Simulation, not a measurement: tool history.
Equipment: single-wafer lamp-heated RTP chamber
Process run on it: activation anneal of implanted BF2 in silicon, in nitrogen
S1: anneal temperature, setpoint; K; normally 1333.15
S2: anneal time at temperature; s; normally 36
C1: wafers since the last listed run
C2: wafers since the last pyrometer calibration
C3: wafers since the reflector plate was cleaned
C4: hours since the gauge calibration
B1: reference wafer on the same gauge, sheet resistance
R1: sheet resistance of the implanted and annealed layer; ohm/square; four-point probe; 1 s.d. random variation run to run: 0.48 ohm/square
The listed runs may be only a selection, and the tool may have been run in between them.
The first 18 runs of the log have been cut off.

run   hour       S1  S2   C1    C2    C3     C4      B1      R1
 19  574.7  1357.15  18  251  2439  1570  166.2  100.64   88.27
 20  608.6  1333.15  36  372  2812  1943  200.1  100.77   88.91
 21  634.2  1333.15  36  281  3093  2225  225.7  100.73   89.52
 22  662.9  1362.15  19  315  3409  2540  254.4   100.7   84.99
 23  691.9  1333.15  42  318  3728  2859  283.4  100.65    87.1
 24  704.8  1316.15  36  141  3870  3001  296.3  100.83  100.67
 25  737.2  1333.15  36  356  4226  3358  328.7   100.7   89.94
 26    768  1354.15  30  338  4565  3696  359.5  100.76   81.04
 27  799.3  1308.15  55  344  4909  4041  390.8  100.65   96.35
 28  816.9  1362.15  25  193  5103  4234  408.4  100.67   80.57
 29  838.2  1356.15  56  234  5337  4469  429.7  100.72   73.45

Forecast run 30:
 30  880.4  1315.15  15  464  5801  4933  471.9   ?   ?

Run 30 produced B1 100.71, R1 118.97 ohm/square.
Had the tool carried no hidden state, the very same run would have given R1 119.88 ohm/square.

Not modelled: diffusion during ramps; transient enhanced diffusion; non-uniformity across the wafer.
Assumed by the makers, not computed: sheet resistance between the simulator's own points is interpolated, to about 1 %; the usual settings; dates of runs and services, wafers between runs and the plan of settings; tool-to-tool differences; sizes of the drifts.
